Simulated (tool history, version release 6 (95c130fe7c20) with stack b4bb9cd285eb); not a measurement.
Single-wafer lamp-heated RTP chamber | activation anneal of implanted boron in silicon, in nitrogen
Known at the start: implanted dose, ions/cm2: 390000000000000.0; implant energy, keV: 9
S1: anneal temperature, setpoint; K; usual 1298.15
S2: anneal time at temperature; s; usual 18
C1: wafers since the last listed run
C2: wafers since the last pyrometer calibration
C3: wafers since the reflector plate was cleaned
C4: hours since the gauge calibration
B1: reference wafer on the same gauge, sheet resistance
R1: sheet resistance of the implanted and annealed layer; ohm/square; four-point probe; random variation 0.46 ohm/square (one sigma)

Run 1, day 0.000: usual settings but S2 25 s; C1 0; C2 1927; C3 2942; C4 399.2; B1 299.02. Result: R1 308.02 ohm/square.
Run 2, day 1.758: usual settings but S2 25 s; C1 697; C2 2625; C3 3640; C4 441.4; B1 299.11. Result: R1 307.70 ohm/square.
Run 3, day 3.442: usual settings but S2 25 s; C1 668; C2 3293; C3 4308; C4 481.8; B1 299.04. Result: R1 307.82 ohm/square.
Run 4, day 5.838: usual settings; C1 950; C2 4244; C3 5259; C4 539.3; B1 298.92. Result: R1 308.30 ohm/square.
At day 10.200: pyrometer window cleaned and pyrometer calibrated.
Run 5, day 17.529: usual settings; C1 4508; C2 2909; C3 9767; C4 819.9; B1 299.02. Result: R1 309.50 ohm/square.
At day 18.104: gauge calibrated.
At day 22.867: reflector plate cleaned.
Run 6, day 25.788: usual settings; C1 3145; C2 6054; C3 1159; C4 184.4; B1 299.01. Result: R1 310.05 ohm/square.
At day 26.825: pyrometer window cleaned and pyrometer calibrated.
Run 7, day 30.204: usual settings but S1 1277.15 K; C1 1620; C2 1340; C3 2780; C4 290.4; B1 299.00. Result: R1 311.02 ohm/square.
Run 8, day 32.338: usual settings; C1 846; C2 2187; C3 3626; C4 341.6; B1 298.88. Result: R1 308.72 ohm/square.
Run 9, day 34.838: usual settings but S1 1276.15 K; C1 992; C2 3179; C3 4619; C4 401.6; B1 299.04. Result: R1 311.27 ohm/square.
Run 10, day 36.567: usual settings but S1 1276.15 K; C1 686; C2 3865; C3 5305; C4 443.1; B1 299.19. Result: R1 310.25 ohm/square.
Run 11, day 38.883: usual settings but S1 1276.15 K; C1 919; C2 4785; C3 6224; C4 498.7; B1 298.90. Result: R1 311.44 ohm/square.
Run 12, day 41.562: usual settings but S1 1275.15 K, S2 22 s; C1 1063; C2 5848; C3 7288; C4 563.0; B1 299.09. Result: R1 310.75 ohm/square.
At day 42.175: pyrometer window cleaned and pyrometer calibrated.
Run 13, day 44.921: usual settings but S1 1283.15 K, S2 12 s; C1 1200; C2 1090; C3 8488; C4 643.6; B1 298.98. Result: R1 311.29 ohm/square.
Run 14, day 48.312: usual settings but S2 25 s; C1 1346; C2 2436; C3 9834; C4 725.0; B1 298.91. Result: R1 307.95 ohm/square.
Run 15, day 50.750: usual settings; C1 967; C2 3404; C3 10802; C4 783.5; B1 299.11. Result: R1 308.37 ohm/square.
At day 53.067: reflector plate cleaned.
Run 16, day 53.996: usual settings but S1 1274.15 K, S2 8 s; C1 1155; C2 4559; C3 368; C4 861.4; B1 298.98. Result: R1 314.40 ohm/square.
Run 17, day 57.350: usual settings but S1 1289.15 K, S2 27 s; C1 1331; C2 5891; C3 1699; C4 941.9; B1 298.78. Result: R1 309.12 ohm/square.
At day 59.000: pyrometer window cleaned and pyrometer calibrated.
Run 18, day 59.254: usual settings; C1 623; C2 100; C3 2322; C4 987.6; B1 299.05. Result: R1 309.46 ohm/square.
At day 59.617: gauge calibrated.
Run 19, day 61.762: usual settings but S1 1290.15 K; C1 995; C2 1095; C3 3318; C4 51.5; B1 298.91. Result: R1 309.11 ohm/square.
Run 20, day 65.079: usual settings but S1 1273.15 K, S2 11 s; C1 1316; C2 2412; C3 4634; C4 131.1; B1 298.98. Result: R1 313.25 ohm/square.
Run 21, day 69.412: usual settings but S1 1278.15 K, S2 12 s; C1 1719; C2 4132; C3 6354; C4 235.1; B1 298.89. Result: R1 311.66 ohm/square.
Run 22, day 72.342: usual settings; C1 1162; C2 5294; C3 7517; C4 305.4; B1 298.98. Result: R1 309.28 ohm/square.
At day 73.442: pyrometer window cleaned and pyrometer calibrated.
Run 23, day 75.346: usual settings but S1 1290.15 K, S2 25 s; C1 1060; C2 755; C3 8577; C4 377.5; B1 299.04. Result: R1 308.48 ohm/square.

Forecast each of these 5 alternatives for the next run:
Run A, day 75.362: usual settings; C1 6; C2 762; C3 8583; C4 377.9; B1 ?. Result: R1 ?.
Run B, day 75.362: usual settings but S1 1306.15 K, S2 13 s; C1 6; C2 762; C3 8583; C4 377.9; B1 ?. Result: R1 ?.
Run C, day 75.362: usual settings but S1 1286.15 K, S2 8 s; C1 6; C2 762; C3 8583; C4 377.9; B1 ?. Result: R1 ?.
Run D, day 75.362: usual settings but S2 24 s; C1 6; C2 762; C3 8583; C4 377.9; B1 ?. Result: R1 ?.
Run E, day 75.362: usual settings but S1 1272.15 K, S2 8 s; C1 6; C2 762; C3 8583; C4 377.9; B1 ?. Result: R1 ?.

run      B1      R1
  A  298.95  308.21
  B  298.95  308.70
  C  298.95  310.77
  D  298.95  307.30
  E  298.95  313.63
Without the tool's hidden state the same runs would have given:
run      R1
  A  308.21
  B  308.70
  C  310.77
  D  307.30
  E  313.63
